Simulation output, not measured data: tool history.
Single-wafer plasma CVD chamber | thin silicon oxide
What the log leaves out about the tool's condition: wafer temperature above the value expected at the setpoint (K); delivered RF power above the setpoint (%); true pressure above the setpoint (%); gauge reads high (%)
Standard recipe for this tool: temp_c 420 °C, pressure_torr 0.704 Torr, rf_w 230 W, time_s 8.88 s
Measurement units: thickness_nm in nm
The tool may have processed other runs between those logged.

| run | day | temp_c | pressure_torr | rf_w | time_s | wafers since the last listed run | hours since the last thermocouple change | hours since the last RF generator calibration | hours since the last manometer calibration | hours since the showerhead was replaced | hours since the gauge calibration | read-back reference wafer on the same gauge, thickness_nm | thickness_nm |
|---|---|---|---|---|---|---|---|---|---|---|---|---|---|
| 1 | 0 | 420 | 0.8 | 255 | 8.88 | 0 | 817.1 | 309.5 | 334.4 | 3810.3 | 1299.7 | 11.102 | 14.805 |
| 2 | 2.592 | 420 | 0.8 | 255 | 8.88 | 2015 | 879.3 | 371.7 | 396.6 | 3872.5 | 1361.9 | 11.089 | 14.819 |
|  | 6.088 | gauge calibrated |
| 3 | 6.688 | 420 | 0.8 | 255 | 8.88 | 3185 | 977.6 | 470 | 494.9 | 3970.8 | 14.4 | 11.102 | 14.776 |
| 4 | 9.588 | 420 | 0.704 | 230 | 8.88 | 2255 | 1047.2 | 539.6 | 564.5 | 4040.4 | 84 | 11.107 | 12.586 |
| 5 | 13.342 | 420 | 0.704 | 230 | 8.88 | 2919 | 1137.3 | 629.7 | 654.6 | 4130.5 | 174.1 | 11.105 | 12.492 |
| 6 | 16.783 | 431 | 0.704 | 240 | 8.88 | 2676 | 1219.9 | 712.3 | 737.2 | 4213.1 | 256.7 | 11.103 | 12.494 |
| 7 | 22.008 | 431 | 0.704 | 240 | 8.88 | 4063 | 1345.3 | 837.7 | 862.6 | 4338.5 | 382.1 | 11.11 | 12.516 |
| 8 | 26.371 | 414 | 0.704 | 230 | 8.88 | 3393 | 1450 | 942.4 | 967.3 | 4443.2 | 486.8 | 11.1 | 12.403 |
|  | 27.525 | thermocouple changed; heater temperature recalibrated |
|  | 28.929 | capacitance manometer re-zeroed and calibrated |
| 9 | 30.104 | 432 | 0.704 | 230 | 8.88 | 2385 | 61.9 | 1032 | 28.2 | 4532.8 | 576.4 | 11.108 | 12.128 |
| 10 | 32.688 | 420 | 0.704 | 230 | 7.69 | 2009 | 123.9 | 1094 | 90.2 | 4594.8 | 638.4 | 11.095 | 10.669 |
| 11 | 35.879 | 420 | 0.704 | 230 | 7.69 | 2482 | 200.5 | 1170.6 | 166.8 | 4671.4 | 715 | 11.091 | 10.598 |
| 12 | 39.875 | 420 | 0.704 | 230 | 7.69 | 3107 | 296.4 | 1266.5 | 262.7 | 4767.3 | 810.9 | 11.104 | 10.523 |
|  | 42.55 | RF generator calibrated |
| 13 | 43.75 | 420 | 0.704 | 230 | 8.88 | 2754 | 389.4 | 28.8 | 355.7 | 4860.3 | 903.9 | 11.081 | 12.695 |
| 14 | 47.4 | 407 | 0.85 | 230 | 8.88 | 2838 | 477 | 116.4 | 443.3 | 4947.9 | 991.5 | 11.103 | 15.264 |
| 15 | 50.883 | 415 | 0.704 | 250 | 10.27 | 2709 | 560.6 | 200 | 526.9 | 5031.5 | 1075.1 | 11.102 | 15.368 |
| 16 | 54.562 | 433 | 0.854 | 265 | 8.88 | 2861 | 648.9 | 288.3 | 615.2 | 5119.8 | 1163.4 | 11.096 | 15.911 |
| 17 | 57.9 | 414 | 0.704 | 245 | 8.88 | 2595 | 729 | 368.4 | 695.3 | 5199.9 | 1243.5 | 11.089 | 13.159 |
| 18 | 59.975 | 420 | 0.704 | 230 | 8.88 | 1613 | 778.8 | 418.2 | 745.1 | 5249.7 | 1293.3 | 11.114 | 12.524 |
| 19 | 62.058 | 420 | 0.844 | 230 | 8.88 | 1620 | 828.8 | 468.2 | 795.1 | 5299.7 | 1343.3 | 11.091 | 14.784 |
|  | 64.038 | gauge calibrated |
|  | 64.25 | showerhead replaced |
| 20 | 65.154 | 420 | 0.704 | 270 | 7.82 | 2148 | 903.1 | 542.5 | 869.4 | 21.7 | 26.8 | 11.109 | 11.87 |
| 21 | 67.025 | 427 | 0.704 | 230 | 8.88 | 1455 | 948 | 587.4 | 914.3 | 66.6 | 71.7 | 11.093 | 12.531 |
| 22 | 69.304 | 420 | 0.704 | 230 | 8.88 | 1772 | 1002.7 | 642.1 | 969 | 121.3 | 126.4 | 11.089 | 12.533 |
|  | 71.908 | capacitance manometer re-zeroed and calibrated |
| 23 | 72.042 | 420 | 0.704 | 215 | 8.88 | 1869 | 1068.4 | 707.8 | 3.2 | 187 | 192.1 | 11.099 | 12.043 |
|  | 73.667 | thermocouple changed; heater temperature recalibrated |
| 24 | 73.788 | 433 | 0.704 | 275 | 8.88 | 1098 | 2.9 | 749.7 | 45.1 | 228.9 | 234 | 11.097 | 13.387 |
| 25 | 75.583 | 420 | 0.704 | 230 | 8.88 | 1396 | 46 | 792.8 | 88.2 | 272 | 277.1 | 11.094 | 12.384 |
| 26 | 77.679 | 429 | 0.794 | 185 | 8.88 | 1630 | 96.3 | 843.1 | 138.5 | 322.3 | 327.4 | 11.103 | 12.52 |
| 27 | 80.425 | 420 | 0.704 | 230 | 8.88 | 2135 | 162.2 | 909 | 204.4 | 388.2 | 393.3 | 11.1 | 12.384 |

Each run again, without the hidden state but with its own random variation kept:
| run | thickness_nm |
|---|---|
| 1 | 15.001 |
| 2 | 15.041 |
| 3 | 15.037 |
| 4 | 12.84 |
| 5 | 12.776 |
| 6 | 12.807 |
| 7 | 12.875 |
| 8 | 12.797 |
| 9 | 12.544 |
| 10 | 11.055 |
| 11 | 11.005 |
| 12 | 10.958 |
| 13 | 12.711 |
| 14 | 15.318 |
| 15 | 15.456 |
| 16 | 16.033 |
| 17 | 13.294 |
| 18 | 12.67 |
| 19 | 14.977 |
| 20 | 12.039 |
| 21 | 12.736 |
| 22 | 12.756 |
| 23 | 12.292 |
| 24 | 13.65 |
| 25 | 12.658 |
| 26 | 12.838 |
| 27 | 12.698 |
